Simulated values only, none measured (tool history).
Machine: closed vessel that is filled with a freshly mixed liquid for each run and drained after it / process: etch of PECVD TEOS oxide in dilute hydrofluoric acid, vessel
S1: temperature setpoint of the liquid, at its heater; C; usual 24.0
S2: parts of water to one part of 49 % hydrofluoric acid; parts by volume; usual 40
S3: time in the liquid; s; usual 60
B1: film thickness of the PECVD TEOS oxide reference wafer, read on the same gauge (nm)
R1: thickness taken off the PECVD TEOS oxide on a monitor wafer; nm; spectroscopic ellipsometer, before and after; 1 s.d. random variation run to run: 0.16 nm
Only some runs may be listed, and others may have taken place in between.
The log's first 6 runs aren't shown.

run 7 hour=364.4 | S1=24.0 S2=40 S3=60 | B1=89.99 | R1=19.77
-- hour=410.8 thermometer replaced
run 8 hour=414.3 | S1=24.0 S2=40 S3=60 | B1=90.01 | R1=19.94
run 9 hour=477.9 | S1=24.0 S2=40 S3=60 | B1=90.01 | R1=19.73
run 10 hour=541.8 | S1=24.0 S2=40 S3=60 | B1=90.02 | R1=19.49
run 11 hour=570.7 | S1=24.0 S2=40 S3=60 | B1=90.00 | R1=19.44
run 12 hour=608.7 | S1=24.0 S2=40 S3=35 | B1=90.01 | R1=11.30
run 13 hour=675.8 | S1=24.0 S2=40 S3=35 | B1=89.99 | R1=11.54
-- hour=721.2 gauge calibrated
-- hour=722.7 hydrofluoric acid flow meter replaced
run 14 hour=726.1 | S1=24.0 S2=40 S3=35 | B1=89.99 | R1=11.52
run 15 hour=784.8 | S1=21.5 S2=40 S3=80 | B1=90.02 | R1=23.98
run 16 hour=824.3 | S1=20.0 S2=40 S3=60 | B1=89.99 | R1=16.76
run 17 hour=861.2 | S1=28.0 S2=55 S3=30 | B1=89.99 | R1=8.26
run 18 hour=932.3 | S1=24.0 S2=40 S3=60 | B1=90.00 | R1=19.77

Run 19, settings as shown, results not yet in. Your forecast:
run 19 hour=957.7 | S1=24.0 S2=40 S3=60 | B1=? | R1=?

B1: 89.99
R1: 19.89 nm
Minus the tool's unlogged condition, the same run would have read R1 19.89 nm.

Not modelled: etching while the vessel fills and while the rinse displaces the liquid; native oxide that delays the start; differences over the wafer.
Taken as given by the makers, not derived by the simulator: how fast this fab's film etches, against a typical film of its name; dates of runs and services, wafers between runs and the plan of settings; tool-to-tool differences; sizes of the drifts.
